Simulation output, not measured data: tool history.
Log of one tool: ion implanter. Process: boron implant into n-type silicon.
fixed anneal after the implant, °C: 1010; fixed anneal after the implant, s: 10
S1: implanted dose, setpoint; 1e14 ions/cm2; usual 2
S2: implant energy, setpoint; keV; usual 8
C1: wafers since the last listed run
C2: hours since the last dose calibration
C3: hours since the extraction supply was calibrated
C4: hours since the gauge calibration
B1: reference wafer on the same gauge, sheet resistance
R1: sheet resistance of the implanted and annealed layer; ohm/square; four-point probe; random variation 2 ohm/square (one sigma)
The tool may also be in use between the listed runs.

run,hour,S1,S2,C1,C2,C3,C4,B1,R1
1,0,2,9.5,0,422.8,6257.5,82.2,535.55,494.68
2,17.4,2,9.5,414,440.2,6274.9,99.6,534.8,496.78
3,34.8,2,9.5,414,457.6,6292.3,117,535.26,498.65
4,42.5,1.82,9,183,465.3,6300,124.7,535.39,543.15
5,59.2,1.82,9,397,482,6316.7,141.4,534.61,539.73
6,88.3,1.82,9,692,511.1,6345.8,170.5,534.23,534.07
# hour 96.5: gauge calibrated
7,105.5,2,8,409,528.3,6363,9,534.62,508.12
8,115.5,2,8,238,538.3,6373,19,535.09,503.73
9,129.6,2,10,335,552.4,6387.1,33.1,535.03,493.81
10,145.7,1.57,7.5,383,568.5,6403.2,49.2,533.92,621.21
# hour 167.6: Faraday cup replaced and dose calibrated
11,168.1,1.57,7.5,342,0.5,6425.6,71.6,534.59,650.28
12,173.4,1.58,7,126,5.8,6430.9,76.9,535.7,647.7
13,180.5,2,8,168,12.9,6438,84,535.66,529.13
14,193.4,2.17,5.5,307,25.8,6450.9,96.9,535.63,514.32
# hour 213.5: extraction supply calibrated
15,214,2.21,5.5,299,46.4,0.5,117.5,534.61,505.63
16,219.2,1.83,6.5,123,51.6,5.7,122.7,534.83,579.33
17,236.2,1.45,5.5,404,68.6,22.7,139.7,534.58,711
18,245.8,1.71,8,228,78.2,32.3,149.3,534.61,595.9
19,253.8,2.38,7,190,86.2,40.3,157.3,534.6,459.43
20,260.1,2,8,149,92.5,46.6,163.6,535.58,521.81
# hour 272.5: gauge calibrated
21,276.3,1.69,9,385,108.7,62.8,3.8,534.79,586.24
22,290.8,1.51,6,345,123.2,77.3,18.3,535.1,680.32

Forecast each of these 5 alternatives for the next run:
A,291.2,2,8,9,123.6,77.7,18.7,?,?
B,291.2,1.52,10,9,123.6,77.7,18.7,?,?
C,291.2,2.57,5,9,123.6,77.7,18.7,?,?
D,291.2,1.73,6.5,9,123.6,77.7,18.7,?,?
E,291.2,2.21,6.5,9,123.6,77.7,18.7,?,?

run,B1,R1
A,535.71,521.12
B,535.71,631.73
C,535.71,447.34
D,535.71,601.33
E,535.71,492.79
Without the tool's hidden state the same runs would have given:
run,R1
A,528.5
B,640.56
C,453.85
D,609.78
E,499.86

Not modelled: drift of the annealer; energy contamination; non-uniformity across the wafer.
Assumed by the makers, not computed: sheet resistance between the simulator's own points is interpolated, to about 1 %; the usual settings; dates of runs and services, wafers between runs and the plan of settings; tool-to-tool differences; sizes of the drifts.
